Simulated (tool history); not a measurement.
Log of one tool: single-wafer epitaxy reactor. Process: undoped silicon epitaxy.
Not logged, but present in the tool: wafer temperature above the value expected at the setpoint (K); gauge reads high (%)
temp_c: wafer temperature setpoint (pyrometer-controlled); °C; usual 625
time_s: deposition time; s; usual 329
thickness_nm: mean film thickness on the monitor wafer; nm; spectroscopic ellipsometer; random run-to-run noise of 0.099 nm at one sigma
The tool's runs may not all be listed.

run	hour	temp_c	time_s	wafers since the last listed run	hours since the last pyrometer calibration	hours since the gauge calibration	read-back reference wafer on the same gauge, thickness_nm	thickness_nm
1	0	625	349	0	903.7	1621.3	38.505	34.874
2	84.3	625	349	529	988	1705.6	38.449	34.932
3	133.9	625	349	311	1037.6	1755.2	38.46	34.758
4	177.8	625	329	275	1081.5	1799.1	38.565	32.807
5	230.1	625	329	328	1133.8	1851.4	38.493	32.758
6	309.2	625	329	496	1212.9	1930.5	38.487	32.999
7	370.1	625	329	382	1273.8	1991.4	38.52	32.95
8	449.3	625	329	497	1353	2070.6	38.495	32.902
9	518.5	625	329	434	1422.2	2139.8	38.45	32.799
10	568.3	625	374	312	1472	2189.6	38.501	36.924
11	646.9	625	374	493	1550.6	2268.2	38.466	37.316
12	692.7	625	374	287	1596.4	2314	38.519	37.108
13	771.1	629	329	492	1674.8	2392.4	38.432	35.482
14	826.6	629	329	348	1730.3	2447.9	38.483	35.386
15	905.4	625	329	494	1809.1	2526.7	38.488	32.61
16	948.1	625	329	267	1851.8	2569.4	38.535	32.671
17	1030	625	329	514	1933.7	2651.3	38.495	32.778
18	1095.9	625	291	413	1999.6	2717.2	38.517	28.943
19	1150.9	625	291	345	2054.6	2772.2	38.51	29.005
20	1253.1	625	291	641	2156.8	2874.4	38.518	28.995
21	1309.9	625	329	356	2213.6	2931.2	38.418	32.678
22	1381.5	625	329	449	2285.2	3002.8	38.481	32.602
23	1465.3	625	329	525	2369	3086.6	38.494	32.648
# hour 1533: gauge calibrated
24	1565.3	625	329	627	2469	32.3	38.469	32.571
# hour 1598.3: pyrometer calibrated
25	1627.9	629	329	342	29.6	94.9	38.438	36.153
26	1703.1	631	356	471	104.8	170.1	38.477	40.531
27	1806.8	611	284	650	208.5	273.8	38.557	21.502
28	1846.7	615	350	250	248.4	313.7	38.48	28.709
29	1934.1	618	280	548	335.8	401.1	38.492	24.39
30	2231.2	639	388	1864	632.9	698.2	38.542	51.289
31	2552	625	329	2013	953.7	1019	38.502	32.828
32	2591.2	634	351	246	992.9	1058.2	38.5	41.826
33	2646.8	620	297	348	1048.5	1113.8	38.53	26.652
34	2724.6	631	394	488	1126.3	1191.6	38.445	44.423
35	2777.9	611	329	334	1179.6	1244.9	38.529	24.529
36	2852.2	625	329	466	1253.9	1319.2	38.473	32.586
37	2896	625	349	274	1297.7	1363	38.581	34.76
38	3091	629	329	1223	1492.7	1558	38.48	35.451
39	3133.7	617	395	267	1535.4	1600.7	38.464	33.472
40	3181.1	625	329	297	1582.8	1648.1	38.514	32.596
41	3219.9	625	329	243	1621.6	1686.9	38.506	32.452
42	3283	625	329	396	1684.7	1750	38.532	32.464
43	3388.7	613	270	663	1790.4	1855.7	38.492	20.973
44	3472.9	625	329	528	1874.6	1939.9	38.481	32.658
45	3541.7	636	293	431	1943.4	2008.7	38.499	36.208
46	3630	631	275	554	2031.7	2097	38.468	30.837
47	3702.8	612	376	456	2104.5	2169.8	38.562	28.619

Across each entry between runs, compare the hidden state at the last listed run before it with the hidden state at the first listed run after it:
Run 23 -> run 24: gauge calibrated (hour 1533)
  wafer temperature above the value expected at the setpoint (K): -0.982 -> -0.99
  measured result minus the result with no hidden state, thickness_nm: -0.656 -> -0.66 nm
Run 24 -> run 25: pyrometer calibrated (hour 1598.3)
  wafer temperature above the value expected at the setpoint (K): -0.99 -> -0.0675
  measured result minus the result with no hidden state, thickness_nm: -0.66 -> -0.049 nm
